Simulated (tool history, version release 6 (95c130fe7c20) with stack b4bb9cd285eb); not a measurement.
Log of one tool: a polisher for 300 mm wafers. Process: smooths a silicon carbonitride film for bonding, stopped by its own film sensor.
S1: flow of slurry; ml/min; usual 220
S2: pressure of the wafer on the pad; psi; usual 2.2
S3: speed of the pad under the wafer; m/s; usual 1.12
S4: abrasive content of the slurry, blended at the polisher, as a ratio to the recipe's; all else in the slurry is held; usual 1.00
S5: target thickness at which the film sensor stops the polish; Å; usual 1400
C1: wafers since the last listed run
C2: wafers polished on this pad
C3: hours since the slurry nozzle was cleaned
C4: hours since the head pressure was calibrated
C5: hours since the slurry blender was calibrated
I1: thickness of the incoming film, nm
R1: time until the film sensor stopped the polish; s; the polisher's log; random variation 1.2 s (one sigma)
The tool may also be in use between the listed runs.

| run | hour | S1 | S2 | S3 | S4 | S5 | C1 | C2 | C3 | C4 | C5 | I1 | R1 |
|---|---|---|---|---|---|---|---|---|---|---|---|---|---|
| 1 | 0.0 | 220 | 2.2 | 1.12 | 0.85 | 1370 | 0 | 1103 | 379.9 | 472.9 | 6.7 | 162.9 | 105.9 |
| 2 | 10.3 | 250 | 2.2 | 1.12 | 1.00 | 1400 | 96 | 1199 | 390.2 | 483.2 | 17.0 | 158.9 | 74.6 |
|  | 26.8 | worn pad replaced by a new one |
| 3 | 27.3 | 220 | 2.2 | 1.12 | 1.00 | 1400 | 121 | 4 | 407.2 | 500.2 | 34.0 | 161.6 | 77.6 |
|  | 30.4 | head pressure recalibrated |
| 4 | 36.3 | 220 | 2.2 | 1.12 | 1.00 | 1400 | 65 | 70 | 416.2 | 5.9 | 43.0 | 160.3 | 74.9 |
| 5 | 46.2 | 220 | 1.8 | 0.74 | 1.00 | 1400 | 92 | 163 | 426.1 | 15.8 | 52.9 | 160.7 | 107.9 |
| 6 | 58.4 | 220 | 2.2 | 1.12 | 1.00 | 1400 | 114 | 277 | 438.3 | 28.0 | 65.1 | 161.0 | 77.8 |
| 7 | 70.5 | 220 | 2.6 | 0.76 | 1.00 | 1400 | 113 | 390 | 450.4 | 40.1 | 77.2 | 158.5 | 71.9 |
| 8 | 81.1 | 220 | 2.2 | 1.12 | 1.00 | 1370 | 99 | 490 | 461.0 | 50.7 | 87.8 | 159.3 | 83.3 |
| 9 | 90.2 | 220 | 2.2 | 1.12 | 0.70 | 1400 | 85 | 575 | 470.1 | 59.8 | 96.9 | 157.9 | 74.1 |
| 10 | 102.2 | 170 | 2.2 | 1.12 | 1.00 | 1470 | 112 | 687 | 482.1 | 71.8 | 108.9 | 161.3 | 54.9 |
| 11 | 114.2 | 220 | 2.2 | 1.12 | 1.00 | 1400 | 112 | 799 | 494.1 | 83.8 | 120.9 | 160.6 | 75.8 |
| 12 | 129.2 | 220 | 2.2 | 1.00 | 1.00 | 1400 | 140 | 940 | 509.1 | 98.8 | 135.9 | 157.8 | 75.1 |
|  | 135.4 | slurry nozzle cleaned |
| 13 | 138.5 | 220 | 2.2 | 1.12 | 1.00 | 1400 | 77 | 1018 | 3.1 | 108.1 | 145.2 | 161.3 | 82.8 |
|  | 147.8 | worn pad replaced by a new one |
| 14 | 148.3 | 220 | 2.2 | 1.12 | 1.00 | 1400 | 54 | 4 | 12.9 | 117.9 | 155.0 | 159.6 | 69.6 |
| 15 | 162.9 | 175 | 2.7 | 1.12 | 1.00 | 1400 | 136 | 141 | 27.5 | 132.5 | 169.6 | 159.0 | 59.9 |
| 16 | 192.7 | 155 | 2.0 | 1.12 | 0.90 | 1330 | 279 | 420 | 57.3 | 162.3 | 199.4 | 161.3 | 122.7 |
| 17 | 202.3 | 220 | 2.2 | 1.12 | 1.00 | 1400 | 89 | 510 | 66.9 | 171.9 | 209.0 | 160.7 | 75.4 |
| 18 | 217.6 | 220 | 2.2 | 1.12 | 1.00 | 1400 | 143 | 653 | 82.2 | 187.2 | 224.3 | 158.6 | 69.7 |
| 19 | 229.4 | 220 | 1.9 | 1.12 | 1.25 | 1380 | 110 | 763 | 94.0 | 199.0 | 236.1 | 159.1 | 82.4 |
| 20 | 245.3 | 220 | 2.2 | 0.84 | 1.00 | 1400 | 148 | 912 | 109.9 | 214.9 | 252.0 | 159.2 | 86.0 |
| 21 | 253.8 | 220 | 2.2 | 1.46 | 0.90 | 1370 | 79 | 992 | 118.4 | 223.4 | 260.5 | 159.8 | 79.0 |
| 22 | 263.2 | 195 | 2.2 | 1.12 | 1.00 | 1430 | 88 | 1080 | 127.8 | 232.8 | 269.9 | 160.1 | 65.7 |
| 23 | 272.4 | 180 | 1.6 | 1.12 | 0.80 | 1400 | 86 | 1166 | 137.0 | 242.0 | 279.1 | 159.2 | 106.3 |
|  | 287.0 | slurry blender recalibrated |
| 24 | 289.8 | 190 | 2.4 | 1.46 | 1.00 | 1400 | 144 | 1310 | 154.4 | 259.4 | 2.8 | 160.8 | 68.8 |
|  | 297.7 | worn pad replaced by a new one |
| 25 | 304.5 | 220 | 1.5 | 1.12 | 1.00 | 1400 | 100 | 63 | 169.1 | 274.1 | 17.5 | 159.6 | 97.0 |
| 26 | 325.3 | 220 | 2.2 | 1.36 | 1.00 | 1420 | 194 | 258 | 189.9 | 294.9 | 38.3 | 158.2 | 52.9 |
| 27 | 341.2 | 180 | 2.8 | 1.24 | 1.15 | 1400 | 148 | 407 | 205.8 | 310.8 | 54.2 | 160.2 | 55.9 |
| 28 | 351.1 | 280 | 2.2 | 1.12 | 1.20 | 1400 | 92 | 500 | 215.7 | 320.7 | 64.1 | 159.2 | 63.4 |
| 29 | 361.5 | 220 | 2.2 | 0.88 | 1.00 | 1400 | 97 | 597 | 226.1 | 331.1 | 74.5 | 156.9 | 70.5 |

Forecast each of these 5 alternatives for the next run:
| A | 361.9 | 220 | 2.2 | 1.30 | 1.00 | 1400 | 3 | 601 | 226.5 | 331.5 | 74.9 | 158.0 | ? |
| B | 361.9 | 270 | 3.0 | 1.44 | 1.20 | 1400 | 3 | 601 | 226.5 | 331.5 | 74.9 | 158.0 | ? |
| C | 361.9 | 220 | 1.7 | 1.12 | 1.10 | 1430 | 3 | 601 | 226.5 | 331.5 | 74.9 | 158.0 | ? |
| D | 361.9 | 240 | 2.2 | 1.12 | 1.25 | 1400 | 3 | 601 | 226.5 | 331.5 | 74.9 | 158.0 | ? |
| E | 361.9 | 220 | 2.2 | 1.12 | 1.00 | 1380 | 3 | 601 | 226.5 | 331.5 | 74.9 | 158.0 | ? |

| run | R1 |
|---|---|
| A | 61.8 |
| B | 42.2 |
| C | 65.0 |
| D | 61.3 |
| E | 74.3 |
Without the tool's hidden state the same runs would have given:
| run | R1 |
|---|---|
| A | 60.3 |
| B | 41.1 |
| C | 63.4 |
| D | 59.8 |
| E | 72.4 |
